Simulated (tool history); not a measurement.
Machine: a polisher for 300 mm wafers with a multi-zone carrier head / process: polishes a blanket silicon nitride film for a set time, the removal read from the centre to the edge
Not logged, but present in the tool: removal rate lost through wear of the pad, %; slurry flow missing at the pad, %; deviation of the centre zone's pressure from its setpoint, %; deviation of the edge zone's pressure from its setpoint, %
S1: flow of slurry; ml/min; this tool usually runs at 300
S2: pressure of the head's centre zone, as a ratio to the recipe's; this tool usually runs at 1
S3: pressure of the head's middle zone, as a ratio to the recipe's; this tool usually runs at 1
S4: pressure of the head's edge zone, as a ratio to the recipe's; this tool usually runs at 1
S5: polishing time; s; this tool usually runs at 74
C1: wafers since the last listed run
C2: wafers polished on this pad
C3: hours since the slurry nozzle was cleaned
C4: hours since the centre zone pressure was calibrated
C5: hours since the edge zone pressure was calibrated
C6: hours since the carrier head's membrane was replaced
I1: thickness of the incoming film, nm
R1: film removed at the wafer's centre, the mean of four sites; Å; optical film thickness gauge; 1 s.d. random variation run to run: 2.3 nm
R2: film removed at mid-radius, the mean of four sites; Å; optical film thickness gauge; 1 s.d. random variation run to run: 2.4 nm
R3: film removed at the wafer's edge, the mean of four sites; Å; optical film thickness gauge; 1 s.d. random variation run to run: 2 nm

| run | hour | S1 | S2 | S3 | S4 | S5 | C1 | C2 | C3 | C4 | C5 | C6 | I1 | R1 | R2 | R3 |
|---|---|---|---|---|---|---|---|---|---|---|---|---|---|---|---|---|
| 1 | 0 | 300 | 1 | 1 | 1 | 74 | 0 | 107 | 595.6 | 1144.2 | 1363.2 | 676.9 | 657.2 | 1594 | 1648 | 1627 |
| 2 | 17.5 | 300 | 1 | 1 | 1 | 74 | 207 | 315 | 613.1 | 1161.7 | 1380.7 | 694.4 | 663.6 | 1562 | 1659 | 1627 |
| 3 | 26.1 | 300 | 1 | 1 | 1 | 74 | 101 | 417 | 621.7 | 1170.3 | 1389.3 | 703 | 666.7 | 1550 | 1633 | 1619 |
| 4 | 34.9 | 300 | 1 | 1 | 1 | 74 | 104 | 521 | 630.5 | 1179.1 | 1398.1 | 711.8 | 665 | 1504 | 1618 | 1594 |
| 5 | 48.1 | 300 | 1 | 1 | 1 | 74 | 156 | 677 | 643.7 | 1192.3 | 1411.3 | 725 | 661.4 | 1505 | 1539 | 1565 |
| 6 | 62.2 | 300 | 1 | 1 | 1 | 74 | 167 | 844 | 657.8 | 1206.4 | 1425.4 | 739.1 | 666.8 | 1506 | 1539 | 1571 |
|  | 64.4 | edge zone pressure recalibrated |
|  | 80 | centre zone pressure recalibrated |
|  | 81 | carrier head's membrane replaced by a new one |
| 7 | 81.5 | 300 | 1.12 | 0.92 | 0.94 | 50 | 169 | 1014 | 677.1 | 1.5 | 17.1 | 0.5 | 659.1 | 1070 | 933 | 987 |
| 8 | 88.4 | 300 | 1 | 1 | 1 | 74 | 81 | 1095 | 684 | 8.4 | 24 | 7.4 | 646.4 | 1385 | 1465 | 1470 |
|  | 90.5 | slurry nozzle cleaned |
|  | 96.9 | worn pad replaced by a new one |
| 9 | 97.4 | 300 | 1 | 1 | 0.96 | 74 | 47 | 5 | 6.9 | 17.4 | 33 | 16.4 | 663.5 | 1586 | 1608 | 1593 |
| 10 | 105.7 | 300 | 1.04 | 1 | 1 | 74 | 98 | 104 | 15.2 | 25.7 | 41.3 | 24.7 | 653 | 1638 | 1614 | 1646 |
| 11 | 122.3 | 300 | 1 | 1 | 1.11 | 74 | 196 | 300 | 31.8 | 42.3 | 57.9 | 41.3 | 664.9 | 1595 | 1637 | 1662 |
| 12 | 168.1 | 300 | 1 | 1.07 | 1.1 | 74 | 542 | 843 | 77.6 | 88.1 | 103.7 | 87.1 | 659.6 | 1470 | 1639 | 1620 |
| 13 | 175.3 | 300 | 1 | 1 | 1 | 74 | 85 | 928 | 84.8 | 95.3 | 110.9 | 94.3 | 670.4 | 1483 | 1513 | 1517 |
| 14 | 182.3 | 300 | 1.05 | 1.06 | 1.07 | 74 | 82 | 1011 | 91.8 | 102.3 | 117.9 | 101.3 | 660.7 | 1497 | 1560 | 1575 |
|  | 202.8 | worn pad replaced by a new one |
| 15 | 221.8 | 335 | 1 | 1.04 | 0.93 | 74 | 420 | 225 | 131.3 | 141.8 | 157.4 | 140.8 | 666.6 | 1564 | 1693 | 1621 |
| 16 | 238.8 | 300 | 1 | 1 | 1 | 74 | 201 | 426 | 148.3 | 158.8 | 174.4 | 157.8 | 659.9 | 1543 | 1640 | 1627 |
| 17 | 255.1 | 300 | 0.92 | 0.92 | 1 | 74 | 193 | 620 | 164.6 | 175.1 | 190.7 | 174.1 | 671.7 | 1350 | 1465 | 1603 |
| 18 | 264.9 | 300 | 1 | 1.11 | 1 | 74 | 116 | 736 | 174.4 | 184.9 | 200.5 | 183.9 | 656.5 | 1468 | 1671 | 1580 |
| 19 | 274 | 300 | 1 | 1 | 1 | 74 | 107 | 843 | 183.5 | 194 | 209.6 | 193 | 648.5 | 1483 | 1539 | 1538 |
| 20 | 287 | 300 | 1.09 | 0.9 | 0.89 | 74 | 154 | 997 | 196.5 | 207 | 222.6 | 206 | 673.2 | 1587 | 1413 | 1431 |
| 21 | 300.6 | 300 | 1 | 1 | 1 | 91 | 161 | 1159 | 210.1 | 220.6 | 236.2 | 219.6 | 669.8 | 1736 | 1783 | 1800 |

Each row is a separate what-if for the run after 21, all from the same tool condition, not one after another. Results?
| A | 301 | 300 | 1 | 1 | 1 | 74 | 4 | 1163 | 210.5 | 221 | 236.6 | 220 | 645.9 | ? | ? | ? |
| B | 301 | 300 | 1 | 0.95 | 1 | 74 | 4 | 1163 | 210.5 | 221 | 236.6 | 220 | 645.9 | ? | ? | ? |
| C | 301 | 200 | 1 | 1 | 0.97 | 74 | 4 | 1163 | 210.5 | 221 | 236.6 | 220 | 645.9 | ? | ? | ? |
| D | 301 | 300 | 1 | 1.07 | 0.95 | 74 | 4 | 1163 | 210.5 | 221 | 236.6 | 220 | 645.9 | ? | ? | ? |
| E | 301 | 235 | 1.05 | 1 | 1.11 | 74 | 4 | 1163 | 210.5 | 221 | 236.6 | 220 | 645.9 | ? | ? | ? |

| run | R1 | R2 | R3 |
|---|---|---|---|
| A | 1365 | 1401 | 1502 |
| B | 1364 | 1351 | 1503 |
| C | 1306 | 1346 | 1440 |
| D | 1365 | 1471 | 1471 |
| E | 1397 | 1369 | 1541 |
Had the tool no hidden state, the same runs would have come out as:
| run | R1 | R2 | R3 |
|---|---|---|---|
| A | 1546 | 1587 | 1701 |
| B | 1546 | 1530 | 1702 |
| C | 1479 | 1525 | 1631 |
| D | 1547 | 1666 | 1666 |
| E | 1583 | 1550 | 1746 |
